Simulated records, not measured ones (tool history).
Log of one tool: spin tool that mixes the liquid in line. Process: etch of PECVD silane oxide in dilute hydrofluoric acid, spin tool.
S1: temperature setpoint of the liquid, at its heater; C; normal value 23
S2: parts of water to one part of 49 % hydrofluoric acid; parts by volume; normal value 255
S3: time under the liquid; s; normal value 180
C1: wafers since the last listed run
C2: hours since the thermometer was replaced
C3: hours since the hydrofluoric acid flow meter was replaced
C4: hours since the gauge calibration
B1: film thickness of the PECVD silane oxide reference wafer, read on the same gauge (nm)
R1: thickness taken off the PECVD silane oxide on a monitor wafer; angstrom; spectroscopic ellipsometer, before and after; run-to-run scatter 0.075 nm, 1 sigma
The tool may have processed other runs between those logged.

run	hour	S1	S2	S3	C1	C2	C3	C4	B1	R1
1	0	23	255	180	0	1159.1	276.5	253.7	60.01	87.5
2	30.4	23	255	180	269	1189.5	306.9	284.1	59.98	88.6
3	64.2	23	255	180	300	1223.3	340.7	317.9	59.96	87.8
4	78.1	22	255	180	123	1237.2	354.6	331.8	60.02	84.9
5	94	22	255	180	141	1253.1	370.5	347.7	59.98	84.9
6	121.8	22	255	180	246	1280.9	398.3	375.5	59.97	85.6
7	153	23	255	180	276	1312.1	429.5	406.7	59.99	87.9
8	187.5	23	255	180	306	1346.6	464	441.2	60.05	88.4
9	214.7	23	255	180	241	1373.8	491.2	468.4	60.05	89.3
# hour 223.7: hydrofluoric acid flow meter replaced
10	244.5	23	255	180	255	1403.6	20.8	498.2	59.98	89.5
# hour 246.9: thermometer replaced
11	269.8	23	255	180	215	22.9	46.1	523.5	60.01	81
12	291.5	25	255	290	192	44.6	67.8	545.2	59.97	144.5
13	307.8	19	130	180	144	60.9	84.1	561.5	60.02	156.3
14	335.2	27	255	180	243	88.3	111.5	588.9	59.96	94.4
15	352.5	19	215	250	153	105.6	128.8	606.2	60.05	120.8
16	377	23	255	180	217	130.1	153.3	630.7	60	82.7
17	404.1	25	175	140	240	157.2	180.4	657.8	59.97	110.7
# hour 413.2: gauge calibrated
18	424.6	20	355	180	181	177.7	200.9	11.4	60	48.7
19	474.5	23	255	180	442	227.6	250.8	61.3	60.04	82.5
20	495.4	23	370	180	185	248.5	271.7	82.2	59.98	51.3
21	510	19.5	255	275	129	263.1	286.3	96.8	59.99	111.8
22	541.6	26.5	145	120	280	294.7	317.9	128.4	59.99	125.3

Here are 5 independent what-if runs from the current tool condition. What would each one return?
A	542.1	25.5	255	180	4	295.2	318.4	128.9	?	?
B	542.1	20	370	290	4	295.2	318.4	128.9	?	?
C	542.1	19.5	355	265	4	295.2	318.4	128.9	?	?
D	542.1	18.5	140	270	4	295.2	318.4	128.9	?	?
E	542.1	24.5	255	180	4	295.2	318.4	128.9	?	?

run	B1	R1
A	59.99	90.5
B	59.99	74.3
C	59.99	70.5
D	59.99	214.5
E	59.99	87.4
With the hidden condition removed and each run's random variation left untouched, the same runs would have given:
run	R1
A	87.8
B	72.2
C	68.4
D	207.3
E	84.8
